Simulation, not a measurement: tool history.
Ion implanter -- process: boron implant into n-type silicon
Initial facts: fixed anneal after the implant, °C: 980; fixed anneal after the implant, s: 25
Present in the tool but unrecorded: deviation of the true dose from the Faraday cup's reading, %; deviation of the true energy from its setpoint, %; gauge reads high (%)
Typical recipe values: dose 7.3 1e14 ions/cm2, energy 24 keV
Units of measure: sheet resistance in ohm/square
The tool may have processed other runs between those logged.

| run | day | dose | energy | wafers since the last listed run | hours since the last dose calibration | hours since the extraction supply was calibrated | hours since the gauge calibration | read-back reference wafer on the same gauge, sheet resistance | sheet resistance |
|---|---|---|---|---|---|---|---|---|---|
| 1 | 0 | 7.3 | 24 | 0 | 143 | 2159.9 | 469.5 | 160.81 | 186.41 |
| 2 | 2.038 | 7.78 | 24 | 1087 | 191.9 | 2208.8 | 518.4 | 161.23 | 178.43 |
| 3 | 3.5 | 7.78 | 24 | 780 | 227 | 2243.9 | 553.5 | 161.41 | 177.96 |
| 4 | 5.092 | 7.78 | 24 | 849 | 265.2 | 2282.1 | 591.7 | 161.43 | 177.69 |
| 5 | 7.671 | 7.3 | 24 | 1376 | 327.1 | 2344 | 653.6 | 161.58 | 187.78 |
| 6 | 9.875 | 7.3 | 24 | 1176 | 380 | 2396.9 | 706.5 | 161.55 | 188.01 |
| 7 | 11.892 | 7.3 | 24 | 1076 | 428.4 | 2445.3 | 754.9 | 161.68 | 187.55 |
| 8 | 14.567 | 6.78 | 26.5 | 1427 | 492.6 | 2509.5 | 819.1 | 161.95 | 199.61 |
| 9 | 15.667 | 7.3 | 24 | 586 | 519 | 2535.9 | 845.5 | 162.07 | 187.27 |
| 10 | 18.083 | 7.3 | 24 | 1289 | 577 | 2593.9 | 903.5 | 162.5 | 186.82 |
| 11 | 20.462 | 8.35 | 27.5 | 1269 | 634.1 | 2651 | 960.6 | 162.64 | 165.87 |
| 12 | 22.229 | 8.35 | 27.5 | 942 | 676.5 | 2693.4 | 1003 | 162.66 | 167.64 |
| 13 | 25.117 | 8.35 | 27.5 | 1540 | 745.8 | 2762.7 | 1072.3 | 162.9 | 167.84 |
| 14 | 27.371 | 7.3 | 24 | 1202 | 799.9 | 2816.8 | 1126.4 | 162.88 | 188.97 |
| 15 | 30.221 | 7.92 | 30.5 | 1520 | 868.3 | 2885.2 | 1194.8 | 163.19 | 174.11 |
| 16 | 37.904 | 8.28 | 26.5 | 4099 | 1052.7 | 3069.6 | 1379.2 | 163.6 | 169.66 |
| 17 | 40.425 | 8.16 | 28 | 1345 | 1113.2 | 3130.1 | 1439.7 | 163.87 | 171.95 |
| 18 | 42.538 | 6.67 | 15.5 | 1127 | 1163.9 | 3180.8 | 1490.4 | 163.85 | 210.61 |
|  | 43.346 | Faraday cup replaced and dose calibrated |
| 19 | 44.938 | 5.14 | 24 | 1102 | 38.2 | 3238.4 | 1548 | 163.89 | 254.99 |
| 20 | 46.425 | 7.3 | 20 | 793 | 73.9 | 3274.1 | 1583.7 | 164.3 | 193.88 |
| 21 | 47.721 | 7.3 | 24 | 691 | 105 | 3305.2 | 1614.8 | 164.31 | 191.04 |
|  | 48.271 | gauge calibrated |
|  | 49.175 | extraction supply calibrated |
| 22 | 50.079 | 7.3 | 24 | 1080 | 161.6 | 21.7 | 43.4 | 160.26 | 184.65 |
| 23 | 55.788 | 8.6 | 24 | 3045 | 298.6 | 158.7 | 180.4 | 160.61 | 162.41 |
| 24 | 58.662 | 6.61 | 27 | 1534 | 367.6 | 227.7 | 249.4 | 160.87 | 202.1 |
| 25 | 61.233 | 6.25 | 24 | 1371 | 429.3 | 289.4 | 311.1 | 161.23 | 210.25 |
| 26 | 63.258 | 7.3 | 24 | 1080 | 477.9 | 338 | 359.7 | 161.19 | 188.11 |
| 27 | 65.125 | 9.02 | 29 | 996 | 522.7 | 382.8 | 404.5 | 161.2 | 155 |
| 28 | 67.546 | 9.21 | 16.5 | 1291 | 580.8 | 440.9 | 462.6 | 161.3 | 159.57 |

Here are 5 independent what-if runs from the current tool condition. What would each one return?
| A | 67.562 | 7.3 | 24 | 8 | 581.2 | 441.3 | 463 | ? | ? |
| B | 67.562 | 8.69 | 24 | 8 | 581.2 | 441.3 | 463 | ? | ? |
| C | 67.562 | 6.47 | 22 | 8 | 581.2 | 441.3 | 463 | ? | ? |
| D | 67.562 | 8.99 | 31.5 | 8 | 581.2 | 441.3 | 463 | ? | ? |
| E | 67.562 | 7.3 | 18 | 8 | 581.2 | 441.3 | 463 | ? | ? |

| run | read-back reference wafer on the same gauge, sheet resistance | sheet resistance |
|---|---|---|
| A | 161.61 | 189.29 |
| B | 161.61 | 164.22 |
| C | 161.61 | 210.14 |
| D | 161.61 | 157.19 |
| E | 161.61 | 193.02 |
Without the tool's unlogged condition, the same runs would have read:
| run | sheet resistance |
|---|---|
| A | 186.41 |
| B | 161.73 |
| C | 206.95 |
| D | 154.8 |
| E | 190.08 |

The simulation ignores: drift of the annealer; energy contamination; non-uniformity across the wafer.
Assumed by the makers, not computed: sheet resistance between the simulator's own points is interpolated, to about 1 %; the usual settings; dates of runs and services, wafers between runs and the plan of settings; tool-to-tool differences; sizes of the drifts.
